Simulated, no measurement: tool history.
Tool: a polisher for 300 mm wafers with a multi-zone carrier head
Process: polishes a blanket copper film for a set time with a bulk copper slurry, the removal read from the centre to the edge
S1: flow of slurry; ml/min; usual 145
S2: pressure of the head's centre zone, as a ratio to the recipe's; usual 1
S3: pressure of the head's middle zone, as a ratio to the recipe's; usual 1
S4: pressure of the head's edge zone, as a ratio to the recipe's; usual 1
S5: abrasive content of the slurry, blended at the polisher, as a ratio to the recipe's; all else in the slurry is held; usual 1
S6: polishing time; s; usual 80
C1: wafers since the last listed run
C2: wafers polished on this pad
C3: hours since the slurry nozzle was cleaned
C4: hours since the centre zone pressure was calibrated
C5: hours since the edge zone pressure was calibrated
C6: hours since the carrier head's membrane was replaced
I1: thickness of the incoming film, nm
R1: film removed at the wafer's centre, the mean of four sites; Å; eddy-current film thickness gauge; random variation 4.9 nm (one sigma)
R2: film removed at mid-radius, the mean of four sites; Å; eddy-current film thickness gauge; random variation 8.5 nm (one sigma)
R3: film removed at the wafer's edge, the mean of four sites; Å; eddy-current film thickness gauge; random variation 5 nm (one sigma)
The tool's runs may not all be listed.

run 1 day=0 | S1=145 S2=1.07 S3=1.11 S4=0.88 S5=0.8 S6=80 | C1=0 C2=2997 C3=707.4 C4=424.5 C5=712.6 C6=857.6 | I1=4019.8 | R1=7640 R2=8104 R3=6850
run 2 day=2.138 | S1=160 S2=0.89 S3=1 S4=0.91 S5=1 S6=52 | C1=672 C2=3669 C3=758.7 C4=475.8 C5=763.9 C6=908.9 | I1=3919.1 | R1=4588 R2=5267 R3=5020
run 3 day=3.521 | S1=145 S2=1 S3=1 S4=1 S5=1 S6=80 | C1=435 C2=4104 C3=791.9 C4=509 C5=797.1 C6=942.1 | I1=3996.6 | R1=7791 R2=7873 R3=7922
-- day=5.492 slurry nozzle cleaned
run 4 day=6.417 | S1=145 S2=1 S3=1 S4=1 S5=1 S6=80 | C1=897 C2=5002 C3=22.2 C4=578.5 C5=866.6 C6=1011.6 | I1=3994.3 | R1=8095 R2=8242 R3=8235
run 5 day=8.438 | S1=145 S2=1.07 S3=1 S4=1.08 S5=1 S6=80 | C1=635 C2=5637 C3=70.7 C4=627 C5=915.1 C6=1060.1 | I1=4012.8 | R1=8723 R2=8211 R3=8372
run 6 day=9.704 | S1=125 S2=1.08 S3=0.91 S4=1 S5=1 S6=80 | C1=398 C2=6036 C3=101.1 C4=657.4 C5=945.5 C6=1090.5 | I1=3991.4 | R1=8427 R2=7531 R3=7987
-- day=10.583 carrier head's membrane replaced by a new one
run 7 day=11.267 | S1=145 S2=1 S3=1 S4=1 S5=1 S6=80 | C1=425 C2=6461 C3=138.6 C4=694.9 C5=983 C6=16.4 | I1=3981.7 | R1=8132 R2=8234 R3=8250
-- day=11.9 worn pad replaced by a new one
run 8 day=13.908 | S1=105 S2=1 S3=1 S4=1 S5=1 S6=80 | C1=778 C2=631 C3=202 C4=758.3 C5=1046.4 C6=79.8 | I1=3958.4 | R1=7553 R2=7646 R3=7742
-- day=14.067 edge zone pressure recalibrated
run 9 day=15.383 | S1=145 S2=0.96 S3=1.07 S4=1 S5=1 S6=80 | C1=437 C2=1069 C3=237.4 C4=793.7 C5=31.6 C6=115.2 | I1=4013.5 | R1=7782 R2=8550 R3=8078
run 10 day=16.533 | S1=115 S2=1 S3=1.06 S4=1 S5=1 S6=80 | C1=361 C2=1430 C3=265 C4=821.3 C5=59.2 C6=142.8 | I1=3924.5 | R1=7570 R2=8151 R3=7880
run 11 day=17.996 | S1=145 S2=1 S3=1.06 S4=1 S5=1 S6=80 | C1=459 C2=1890 C3=300.1 C4=856.4 C5=94.3 C6=177.9 | I1=4041.8 | R1=8042 R2=8578 R3=8179
run 12 day=19.538 | S1=145 S2=1.07 S3=1 S4=0.95 S5=1 S6=80 | C1=484 C2=2375 C3=337.1 C4=893.4 C5=131.3 C6=214.9 | I1=4019.3 | R1=8484 R2=8110 R3=7882
run 13 day=22.146 | S1=145 S2=1 S3=0.93 S4=1.03 S5=0.7 S6=80 | C1=820 C2=3196 C3=399.7 C4=956 C5=193.9 C6=277.5 | I1=3965 | R1=7008 R2=6650 R3=7159
run 14 day=25.083 | S1=145 S2=1 S3=1 S4=1 S5=1 S6=80 | C1=923 C2=4119 C3=470.2 C4=1026.5 C5=264.4 C6=348 | I1=3938.3 | R1=7940 R2=8119 R3=8116
run 15 day=27.858 | S1=145 S2=1 S3=1 S4=1 S5=1 S6=65 | C1=872 C2=4992 C3=536.8 C4=1093.1 C5=331 C6=414.6 | I1=3948.3 | R1=6456 R2=6499 R3=6574
run 16 day=29.912 | S1=145 S2=1.05 S3=1 S4=1 S5=1.15 S6=63 | C1=646 C2=5638 C3=586.1 C4=1142.4 C5=380.3 C6=463.9 | I1=4009.3 | R1=6851 R2=6671 R3=6645
-- day=30.592 worn pad replaced by a new one
run 17 day=31.371 | S1=100 S2=1 S3=1 S4=1 S5=1 S6=65 | C1=406 C2=245 C3=621.1 C4=1177.4 C5=415.3 C6=498.9 | I1=3977.9 | R1=5810 R2=6021 R3=6184
run 18 day=33.867 | S1=145 S2=1 S3=1 S4=1 S5=1 S6=80 | C1=784 C2=1030 C3=681 C4=1237.3 C5=475.2 C6=558.8 | I1=3998.7 | R1=7740 R2=7785 R3=7986
run 19 day=35.358 | S1=145 S2=1 S3=1 S4=1 S5=1 S6=80 | C1=469 C2=1499 C3=716.8 C4=1273.1 C5=511 C6=594.6 | I1=3956.6 | R1=7833 R2=7974 R3=7943
run 20 day=38.342 | S1=145 S2=1.06 S3=0.92 S4=1 S5=1.25 S6=80 | C1=938 C2=2437 C3=788.4 C4=1344.7 C5=582.6 C6=666.2 | I1=4055.1 | R1=8757 R2=7931 R3=8514
-- day=39.367 slurry nozzle cleaned
run 21 day=40.388 | S1=145 S2=1 S3=0.9 S4=1 S5=1 S6=80 | C1=630 C2=3068 C3=24.5 C4=1393.8 C5=631.7 C6=715.3 | I1=3981.1 | R1=8187 R2=7474 R3=8216
run 22 day=42.746 | S1=145 S2=1 S3=1 S4=1 S5=0.75 S6=80 | C1=741 C2=3810 C3=81.1 C4=1450.4 C5=688.3 C6=771.9 | I1=3994.8 | R1=7325 R2=7430 R3=7348

Measured less the same run without the tool's hidden state. The same run-to-run variation is in both; the gauge's scatter may not be:
The hidden state here: removal rate lost through wear of the pad, %; slurry flow missing at the pad, %; deviation of the centre zone's pressure from its setpoint, %; deviation of the edge zone's pressure from its setpoint, %.
run=1 R1=-357 R2=-334 R3=-198
run=2 R1=-227 R2=-231 R3=-155
run=3 R1=-462 R2=-411 R3=-290
run=4 R1=-28 R2=-25 R3=-18
run=5 R1=-32 R2=-27 R3=-20
run=6 R1=-39 R2=-31 R3=-23
run=7 R1=-38 R2=-34 R3=-24
run=8 R1=-60 R2=-53 R3=-37
run=9 R1=-55 R2=-53 R3=-36
run=10 R1=-75 R2=-70 R3=-47
run=11 R1=-76 R2=-71 R3=-48
run=12 R1=-93 R2=-79 R3=-54
run=13 R1=-100 R2=-84 R3=-64
run=14 R1=-149 R2=-134 R3=-96
run=15 R1=-153 R2=-137 R3=-99
run=16 R1=-193 R2=-166 R3=-117
run=17 R1=-256 R2=-229 R3=-158
run=18 R1=-297 R2=-263 R3=-191
run=19 R1=-335 R2=-302 R3=-211
run=20 R1=-465 R2=-371 R3=-280
run=21 R1=-11 R2=-8 R3=-7
run=22 R1=-12 R2=-11 R3=-8

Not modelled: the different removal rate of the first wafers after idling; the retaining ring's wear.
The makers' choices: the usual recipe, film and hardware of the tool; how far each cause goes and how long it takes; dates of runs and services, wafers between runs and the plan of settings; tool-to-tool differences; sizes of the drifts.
